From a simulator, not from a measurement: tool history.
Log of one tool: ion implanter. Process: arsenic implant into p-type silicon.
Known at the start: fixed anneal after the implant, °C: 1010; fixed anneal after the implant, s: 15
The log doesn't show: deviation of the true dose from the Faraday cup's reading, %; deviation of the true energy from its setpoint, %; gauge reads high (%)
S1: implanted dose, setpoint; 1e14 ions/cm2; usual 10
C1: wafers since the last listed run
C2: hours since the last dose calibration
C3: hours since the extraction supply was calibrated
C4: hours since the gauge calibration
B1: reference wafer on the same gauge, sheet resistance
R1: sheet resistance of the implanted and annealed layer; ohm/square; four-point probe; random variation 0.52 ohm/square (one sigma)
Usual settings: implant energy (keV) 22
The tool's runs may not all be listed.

{"run": 1, "hour": 0.0, "S1": 9.1, "implant energy (keV)": 16, "C1": 0, "C2": 1738.1, "C3": 4001.3, "C4": 169.6, "B1": 153.79, "R1": 162.27}
{"run": 2, "hour": 35.9, "S1": 9.1, "implant energy (keV)": 16, "C1": 531, "C2": 1774, "C3": 4037.2, "C4": 205.5, "B1": 153.99, "R1": 161.53}
{"run": 3, "hour": 107.3, "S1": 10, "implant energy (keV)": 22, "C1": 1057, "C2": 1845.4, "C3": 4108.6, "C4": 276.9, "B1": 154.16, "R1": 143.21}
{"run": 4, "hour": 122.0, "S1": 10, "implant energy (keV)": 22, "C1": 217, "C2": 1860.1, "C3": 4123.3, "C4": 291.6, "B1": 154.04, "R1": 142.74}
{"run": 5, "hour": 151.5, "S1": 7.95, "implant energy (keV)": 22, "C1": 436, "C2": 1889.6, "C3": 4152.8, "C4": 321.1, "B1": 154.14, "R1": 164.02}
{"run": 6, "hour": 165.6, "S1": 7.95, "implant energy (keV)": 22, "C1": 208, "C2": 1903.7, "C3": 4166.9, "C4": 335.2, "B1": 153.94, "R1": 163.45}
{"run": 7, "hour": 188.0, "S1": 7.95, "implant energy (keV)": 22, "C1": 331, "C2": 1926.1, "C3": 4189.3, "C4": 357.6, "B1": 153.96, "R1": 165.32}
{"run": 8, "hour": 208.4, "S1": 10, "implant energy (keV)": 22, "C1": 302, "C2": 1946.5, "C3": 4209.7, "C4": 378, "B1": 153.91, "R1": 143.2}
{"run": 9, "hour": 244.4, "S1": 10, "implant energy (keV)": 22, "C1": 533, "C2": 1982.5, "C3": 4245.7, "C4": 414, "B1": 154.09, "R1": 143.29}
{"run": 10, "hour": 259.8, "S1": 10, "implant energy (keV)": 22, "C1": 228, "C2": 1997.9, "C3": 4261.1, "C4": 429.4, "B1": 154.1, "R1": 143.44}
{"run": 11, "hour": 278.1, "S1": 10, "implant energy (keV)": 22, "C1": 271, "C2": 2016.2, "C3": 4279.4, "C4": 447.7, "B1": 154.23, "R1": 143.46}
{"run": 12, "hour": 301.0, "S1": 10, "implant energy (keV)": 22, "C1": 339, "C2": 2039.1, "C3": 4302.3, "C4": 470.6, "B1": 154.08, "R1": 143.17}
{"run": 13, "hour": 317.0, "S1": 10, "implant energy (keV)": 22, "C1": 236, "C2": 2055.1, "C3": 4318.3, "C4": 486.6, "B1": 154.24, "R1": 143.73}
{"run": 14, "hour": 340.0, "S1": 11.27, "implant energy (keV)": 22, "C1": 340, "C2": 2078.1, "C3": 4341.3, "C4": 509.6, "B1": 154.02, "R1": 134.43}
{"hour": 350.7, "done": "extraction supply calibrated"}
{"run": 15, "hour": 365.4, "S1": 11.27, "implant energy (keV)": 22, "C1": 257, "C2": 2103.5, "C3": 14.7, "C4": 535, "B1": 153.97, "R1": 134.94}
{"run": 16, "hour": 379.4, "S1": 12.64, "implant energy (keV)": 26, "C1": 207, "C2": 2117.5, "C3": 28.7, "C4": 549, "B1": 153.78, "R1": 120.65}
{"run": 17, "hour": 410.9, "S1": 10, "implant energy (keV)": 22, "C1": 466, "C2": 2149, "C3": 60.2, "C4": 580.5, "B1": 154, "R1": 143.12}
{"run": 18, "hour": 436.8, "S1": 12.58, "implant energy (keV)": 22, "C1": 383, "C2": 2174.9, "C3": 86.1, "C4": 606.4, "B1": 154.21, "R1": 129.22}
{"hour": 445.4, "done": "gauge calibrated"}
{"run": 19, "hour": 451.6, "S1": 9.21, "implant energy (keV)": 22, "C1": 219, "C2": 2189.7, "C3": 100.9, "C4": 6.2, "B1": 154.01, "R1": 149.07}
{"run": 20, "hour": 486.7, "S1": 7.52, "implant energy (keV)": 26, "C1": 519, "C2": 2224.8, "C3": 136, "C4": 41.3, "B1": 154.09, "R1": 164.49}
{"run": 21, "hour": 498.7, "S1": 10, "implant energy (keV)": 22, "C1": 177, "C2": 2236.8, "C3": 148, "C4": 53.3, "B1": 154.03, "R1": 142.96}
{"hour": 521.4, "done": "Faraday cup replaced and dose calibrated"}
{"run": 22, "hour": 526.3, "S1": 7.6, "implant energy (keV)": 19.5, "C1": 290, "C2": 4.9, "C3": 175.6, "C4": 80.9, "B1": 153.95, "R1": 172.77}
{"run": 23, "hour": 555.1, "S1": 10, "implant energy (keV)": 22, "C1": 426, "C2": 33.7, "C3": 204.4, "C4": 109.7, "B1": 154.32, "R1": 143.22}
{"run": 24, "hour": 587.2, "S1": 10, "implant energy (keV)": 26.5, "C1": 475, "C2": 65.8, "C3": 236.5, "C4": 141.8, "B1": 153.88, "R1": 137.13}
{"run": 25, "hour": 602.7, "S1": 11.27, "implant energy (keV)": 22, "C1": 229, "C2": 81.3, "C3": 252, "C4": 157.3, "B1": 154.05, "R1": 135.06}
{"run": 26, "hour": 620.8, "S1": 7.23, "implant energy (keV)": 18.5, "C1": 268, "C2": 99.4, "C3": 270.1, "C4": 175.4, "B1": 154.21, "R1": 178.88}
{"run": 27, "hour": 643.7, "S1": 12.67, "implant energy (keV)": 18.5, "C1": 339, "C2": 122.3, "C3": 293, "C4": 198.3, "B1": 153.94, "R1": 134.89}
{"run": 28, "hour": 661.6, "S1": 12.48, "implant energy (keV)": 16.5, "C1": 265, "C2": 140.2, "C3": 310.9, "C4": 216.2, "B1": 154.2, "R1": 140.55}
{"run": 29, "hour": 723.8, "S1": 10, "implant energy (keV)": 22, "C1": 921, "C2": 202.4, "C3": 373.1, "C4": 278.4, "B1": 153.95, "R1": 143.2}
{"run": 30, "hour": 745.6, "S1": 7.71, "implant energy (keV)": 16, "C1": 322, "C2": 224.2, "C3": 394.9, "C4": 300.2, "B1": 154.17, "R1": 177.8}

The tool's hidden state at each run:
deviation of the true dose from the Faraday cup's reading, %: 0 in every run
deviation of the true energy from its setpoint, %: 0 in every run
gauge reads high (%): 0 in every run

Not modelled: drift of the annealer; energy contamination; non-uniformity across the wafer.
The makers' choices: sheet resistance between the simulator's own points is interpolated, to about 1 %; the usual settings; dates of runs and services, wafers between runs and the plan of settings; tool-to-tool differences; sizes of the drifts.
